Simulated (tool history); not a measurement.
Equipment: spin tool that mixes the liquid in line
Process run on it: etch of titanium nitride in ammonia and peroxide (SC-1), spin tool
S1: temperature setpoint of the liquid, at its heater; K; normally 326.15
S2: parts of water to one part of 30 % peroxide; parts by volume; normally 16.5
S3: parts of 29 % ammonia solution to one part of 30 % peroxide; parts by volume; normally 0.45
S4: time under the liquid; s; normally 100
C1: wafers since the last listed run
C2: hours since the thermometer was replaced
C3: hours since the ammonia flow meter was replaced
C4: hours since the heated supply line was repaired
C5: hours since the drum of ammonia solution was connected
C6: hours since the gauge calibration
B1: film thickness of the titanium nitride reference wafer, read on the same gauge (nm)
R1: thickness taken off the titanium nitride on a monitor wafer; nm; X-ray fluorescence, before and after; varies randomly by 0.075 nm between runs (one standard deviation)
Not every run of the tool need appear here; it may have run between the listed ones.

run     day      S1    S2    S3   S4   C1      C2     C3      C4     C5     C6     B1     R1
  1   0.000  320.15  16.5  0.45  100    0  2322.1    9.2  3035.4   82.7  961.1  80.00   6.32
      1.004  -- gauge calibrated
  2   1.104  326.15  20.0  0.45  100  226  2348.6   35.7  3061.9  109.2    2.4  80.01   8.52
  3   2.571  322.15  16.5  0.55  100  300  2383.8   70.9  3097.1  144.4   37.6  80.01   7.57
      3.467  -- heated supply line repaired
  4   3.792  316.65  20.0  0.60   75  241  2413.1  100.2     7.8  173.7   66.9  80.02   3.45
  5   5.229  333.65  16.5  0.45  100  294  2447.6  134.7    42.3  208.2  101.4  80.02  15.60
  6   6.612  326.15  16.5  0.45  100  283  2480.8  167.9    75.5  241.4  134.6  79.97   9.60
  7   7.871  326.15  11.0  0.45   80  257  2511.0  198.1   105.7  271.6  164.8  80.03   9.49
      8.088  -- thermometer replaced
  8   8.521  334.15  16.5  0.30   75  124    10.4  213.7   121.3  287.2  180.4  79.99  12.06
  9   9.462  316.65  20.0  0.60   75  192    33.0  236.3   143.9  309.8  203.0  80.01   3.63
 10  10.425  320.15  18.5  0.45  100  197    56.1  259.4   167.0  332.9  226.1  79.98   6.22
 11  10.942  326.15  16.5  0.45  100  105    68.5  271.8   179.4  345.3  238.5  80.01   9.88
 12  11.571  326.15  16.5  0.45  140  128    83.6  286.9   194.5  360.4  253.6  80.02  14.06
 13  12.654  322.15  11.0  0.45  100  221   109.6  312.9   220.5  386.4  279.6  80.03   9.43
 14  13.171  326.15  16.5  0.30  140  105   122.0  325.3   232.9  398.8  292.0  80.00  13.05
 15  14.075  330.15  16.5  0.45  100  185   143.7  347.0   254.6  420.5  313.7  79.97  13.30
 16  15.325  331.15  20.0  0.35   80  256   173.7  377.0   284.6  450.5  343.7  79.96   9.59
 17  16.667  326.15  23.0  0.45   75  274   205.9  409.2   316.8  482.7  375.9  79.98   6.25
 18  17.588  323.15  16.5  0.45  100  188   228.0  431.3   338.9  504.8  398.0  80.01   8.13
 19  18.804  320.15  14.0  0.25  135  249   257.2  460.5   368.1  534.0  427.2  79.98   8.73
 20  20.071  326.15  22.0  0.35  100  259   287.6  490.9   398.5  564.4  457.6  80.02   8.17
 21  20.804  326.15  16.5  0.45  100  150   305.2  508.5   416.1  582.0  475.2  80.01   9.95
 22  21.975  330.15  16.5  0.50  100  239   333.3  536.6   444.2  610.1  503.3  80.01  13.17
 23  22.946  320.65  20.0  0.45   50  198   356.6  559.9   467.5  633.4  526.6  80.01   3.07
 24  23.800  319.15  16.5  0.45   55  175   377.1  580.4   488.0  653.9  547.1  80.02   3.34
 25  24.988  326.15  16.5  0.45   75  243   405.6  608.9   516.5  682.4  575.6  80.01   7.42

What if the next run were any one of these 3? Each begins from the tool's condition after run 25:
  A  25.004  326.15  16.5  0.45  100   3  406.0  609.3  516.9  682.8  576.0   ?   ?
  B  25.004  326.15  24.0  0.50  100   3  406.0  609.3  516.9  682.8  576.0   ?   ?
  C  25.004  318.15  16.5  0.35  100   3  406.0  609.3  516.9  682.8  576.0   ?   ?

run     B1    R1
  A  80.00  9.98
  B  80.00  8.26
  C  80.00  5.43
With the hidden condition removed and each run's random variation left untouched, the same runs would have given:
run     R1
  A  10.15
  B   8.40
  C   5.53
